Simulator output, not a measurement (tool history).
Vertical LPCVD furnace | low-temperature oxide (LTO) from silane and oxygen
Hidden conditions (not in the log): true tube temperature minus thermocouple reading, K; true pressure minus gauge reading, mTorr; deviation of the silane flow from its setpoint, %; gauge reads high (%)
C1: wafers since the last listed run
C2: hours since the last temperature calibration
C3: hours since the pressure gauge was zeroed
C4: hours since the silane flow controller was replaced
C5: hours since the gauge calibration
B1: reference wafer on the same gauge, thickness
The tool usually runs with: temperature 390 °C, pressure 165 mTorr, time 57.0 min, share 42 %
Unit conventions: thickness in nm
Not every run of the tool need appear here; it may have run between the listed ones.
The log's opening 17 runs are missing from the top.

Run 18, hour 197.7: usual settings; C1 146; C2 62.2; C3 4356.9; C4 5601.5; C5 80.2; B1 308.03. Result: thickness 382.73 nm.
Run 19, hour 206.8: usual settings but temperature 386 °C, time 40.5 min; C1 138; C2 71.3; C3 4366.0; C4 5610.6; C5 89.3; B1 307.85. Result: thickness 260.38 nm.
Run 20, hour 215.7: usual settings; C1 135; C2 80.2; C3 4374.9; C4 5619.5; C5 98.2; B1 307.91. Result: thickness 383.19 nm.
Run 21, hour 245.0: usual settings but pressure 195 mTorr, time 48.5 min; C1 446; C2 109.5; C3 4404.2; C4 5648.8; C5 127.5; B1 307.93. Result: thickness 386.25 nm.
At hour 286.5: silane flow controller replaced.
At hour 287.0: pressure gauge zeroed.
Run 22, hour 287.5: usual settings but pressure 195 mTorr, share 35 %; C1 272; C2 152.0; C3 0.5; C4 1.0; C5 170.0; B1 307.94. Result: thickness 360.38 nm.
Run 23, hour 292.6: usual settings but pressure 130 mTorr; C1 77; C2 157.1; C3 5.6; C4 6.1; C5 175.1; B1 308.15. Result: thickness 302.56 nm.
Run 24, hour 298.3: usual settings but temperature 401 °C, time 46.0 min; C1 86; C2 162.8; C3 11.3; C4 11.8; C5 180.8; B1 308.16. Result: thickness 350.04 nm.
Run 25, hour 309.6: usual settings but temperature 397 °C; C1 172; C2 174.1; C3 22.6; C4 23.1; C5 192.1; B1 308.11. Result: thickness 414.87 nm.
Run 26, hour 330.5: usual settings; C1 318; C2 195.0; C3 43.5; C4 44.0; C5 213.0; B1 308.13. Result: thickness 385.10 nm.
Run 27, hour 338.0: usual settings but temperature 382 °C, share 45 %; C1 114; C2 202.5; C3 51.0; C4 51.5; C5 220.5; B1 307.85. Result: thickness 379.36 nm.
Run 28, hour 347.8: usual settings but temperature 394 °C, pressure 130 mTorr; C1 149; C2 212.3; C3 60.8; C4 61.3; C5 230.3; B1 307.87. Result: thickness 317.37 nm.
Run 29, hour 361.1: usual settings; C1 202; C2 225.6; C3 74.1; C4 74.6; C5 243.6; B1 307.82. Result: thickness 385.71 nm.
Run 30, hour 388.3: usual settings; C1 414; C2 252.8; C3 101.3; C4 101.8; C5 270.8; B1 308.08. Result: thickness 386.26 nm.

Alternative continuations, all from the tool just after run 30; predict every row:
Run A, hour 393.5: usual settings but time 46.0 min; C1 79; C2 258.0; C3 106.5; C4 107.0; C5 276.0; B1 ?. Result: thickness ?.
Run B, hour 393.5: usual settings but pressure 140 mTorr, share 34 %; C1 79; C2 258.0; C3 106.5; C4 107.0; C5 276.0; B1 ?. Result: thickness ?.
Run C, hour 393.5: usual settings but temperature 381 °C, pressure 155 mTorr, time 47.0 min, share 44 %; C1 79; C2 258.0; C3 106.5; C4 107.0; C5 276.0; B1 ?. Result: thickness ?.
Run D, hour 393.5: usual settings but temperature 378 °C, pressure 190 mTorr, share 38 %; C1 79; C2 258.0; C3 106.5; C4 107.0; C5 276.0; B1 ?. Result: thickness ?.
Run E, hour 393.5: usual settings but temperature 401 °C, pressure 145 mTorr, time 73.5 min; C1 79; C2 258.0; C3 106.5; C4 107.0; C5 276.0; B1 ?. Result: thickness ?.

run      B1  thickness
  A  308.14     311.42
  B  308.14     249.69
  C  308.14     284.56
  D  308.14     340.92
  E  308.14     493.57
Had the tool no hidden state, the same runs would have come out as:
run  thickness
  A     307.88
  B     246.68
  C     281.26
  D     336.73
  E     488.21
